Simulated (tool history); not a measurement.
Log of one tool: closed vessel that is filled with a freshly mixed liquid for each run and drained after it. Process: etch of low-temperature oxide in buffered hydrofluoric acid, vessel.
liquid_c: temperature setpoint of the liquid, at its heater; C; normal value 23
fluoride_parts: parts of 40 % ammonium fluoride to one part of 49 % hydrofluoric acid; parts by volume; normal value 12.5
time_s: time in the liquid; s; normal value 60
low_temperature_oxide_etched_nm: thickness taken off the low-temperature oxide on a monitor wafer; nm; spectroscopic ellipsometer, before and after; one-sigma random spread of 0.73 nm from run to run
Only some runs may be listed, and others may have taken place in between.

run    hour  liquid_c  fluoride_parts  time_s  read-back film thickness of the low-temperature oxide reference wafer, read on the same gauge (nm)  low_temperature_oxide_etched_nm
  1       0        23            12.5      70                                                                                               89.39                              214
  2    63.5        23            12.5      70                                                                                               89.23                           211.86
  3   127.8        25            12.5      60                                                                                               89.12                           203.03
  4   165.3        23            12.5      60                                                                                               89.04                           181.18
  5     222        23            12.5      60                                                                                               88.93                           181.35
  6   264.1        23            12.5      60                                                                                               88.85                           181.08
  7   305.8        23            11.5      60                                                                                               88.77                           195.85
  8   348.1        23            12.5      60                                                                                               88.67                           180.23
  9   407.3        23            12.5      60                                                                                               88.58                           181.87
 10   473.9        23            12.5      60                                                                                               88.45                           180.38
 11   509.6        23            12.5      60                                                                                               88.37                           181.26
 12   566.5        23            12.5      60                                                                                               88.25                           181.81
 13   600.8        26            12.5      35                                                                                               88.18                           122.76
 14     661        18            14.5      60                                                                                               89.82                           119.82
 15   713.9        23            12.5      60                                                                                               89.76                           182.94
 16   772.9        23              14      60                                                                                               89.65                           163.12
 17   807.2        23            12.5      30                                                                                               89.58                             90.8
 18   858.7        19              11      60                                                                                               89.45                            165.5
 19   889.5        25              10      70                                                                                               89.43                            295.4
 20   948.4        23            12.5      60                                                                                               89.31                           182.75
 21   982.6      18.5              10      60                                                                                               89.23                           176.47
 22  1054.5        23            12.5      60                                                                                               89.08                           181.21
 23  1090.7        23            12.5      60                                                                                                  89                              182
 24  1115.7      18.5              10      70                                                                                               88.99                           204.47

Withheld: 3 entries from between the runs. Position of each, and hidden state at the listed run before versus the listed run after:
Logged between run 8 and run 9: hydrofluoric acid flow meter replaced (hour 405.2)
  gauge reads high (%): -1.46 -> -1.59
  what was measured, less what the result would be without the hidden state, low_temperature_oxide_etched_nm: -2.67 -> -2.94 nm
Logged between run 12 and run 13: thermometer replaced (hour 590.5)
  gauge reads high (%): -1.93 -> -2.01
  what was measured, less what the result would be without the hidden state, low_temperature_oxide_etched_nm: -3.59 -> -2.51 nm
Logged between run 13 and run 14: gauge calibrated (hour 615.5)
  gauge reads high (%): -2.01 -> -0.163
  what was measured, less what the result would be without the hidden state, low_temperature_oxide_etched_nm: -2.51 -> -0.2 nm
